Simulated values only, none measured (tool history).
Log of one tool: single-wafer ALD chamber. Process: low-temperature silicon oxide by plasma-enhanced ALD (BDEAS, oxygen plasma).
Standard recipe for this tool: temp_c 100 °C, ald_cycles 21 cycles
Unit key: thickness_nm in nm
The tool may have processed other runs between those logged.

run	hour	temp_c	ald_cycles	read-back reference wafer on the same gauge, thickness_nm	thickness_nm
1	0	100	23	2.76	3.04
2	79.4	100	21	2.76	2.781
3	144.9	100	21	2.761	2.786
4	237.1	100	21	2.761	2.778
5	284.6	100	21	2.757	2.782
# hour 330.3: gauge calibrated
6	539.5	100	21	2.759	2.797
7	620.5	100	21	2.759	2.804
8	669.5	104	23	2.759	3.023
9	727	100	19	2.76	2.526
10	828.4	100	21	2.76	2.798
11	923.2	100	21	2.762	2.802
12	998.2	111	21	2.762	2.729
13	1081.1	111	21	2.76	2.732
14	1186.3	111	21	2.76	2.72
15	1269.9	89	21	2.762	2.894
16	1341.2	89	21	2.76	2.902
17	1438.5	89	21	2.761	2.907
18	1520.8	100	21	2.759	2.796
19	1566.5	100	21	2.761	2.794
# hour 1603: thermocouple changed; heater temperature recalibrated
20	1632.2	100	21	2.759	2.757
21	1700.6	100	21	2.761	2.755
22	1739	90	21	2.761	2.836
23	1786	100	21	2.759	2.767
24	1892.2	100	21	2.76	2.757
25	1975.8	85	25	2.761	3.453
26	2042.9	87	23	2.76	3.142
27	2117.5	92	25	2.759	3.384
# hour 2149: gauge calibrated
28	2161.3	100	24	2.757	3.167
29	2222.3	100	21	2.76	2.781
30	2317.9	115	22	2.763	2.826
31	2391.1	93	18	2.759	2.442
32	2458.8	100	21	2.762	2.793
33	2507.6	90	20	2.76	2.743
34	2572	108	18	2.761	2.347
35	2618.5	90	17	2.761	2.333

Forecast run 36:
36	2809	100	21	?	?

{"run 36": {"read-back reference wafer on the same gauge, thickness_nm": 2.761, "thickness_nm": 2.788}}
Take away the tool's hidden state, keep the run-to-run variation as it was, and the same run would have given thickness_nm 2.75 nm.

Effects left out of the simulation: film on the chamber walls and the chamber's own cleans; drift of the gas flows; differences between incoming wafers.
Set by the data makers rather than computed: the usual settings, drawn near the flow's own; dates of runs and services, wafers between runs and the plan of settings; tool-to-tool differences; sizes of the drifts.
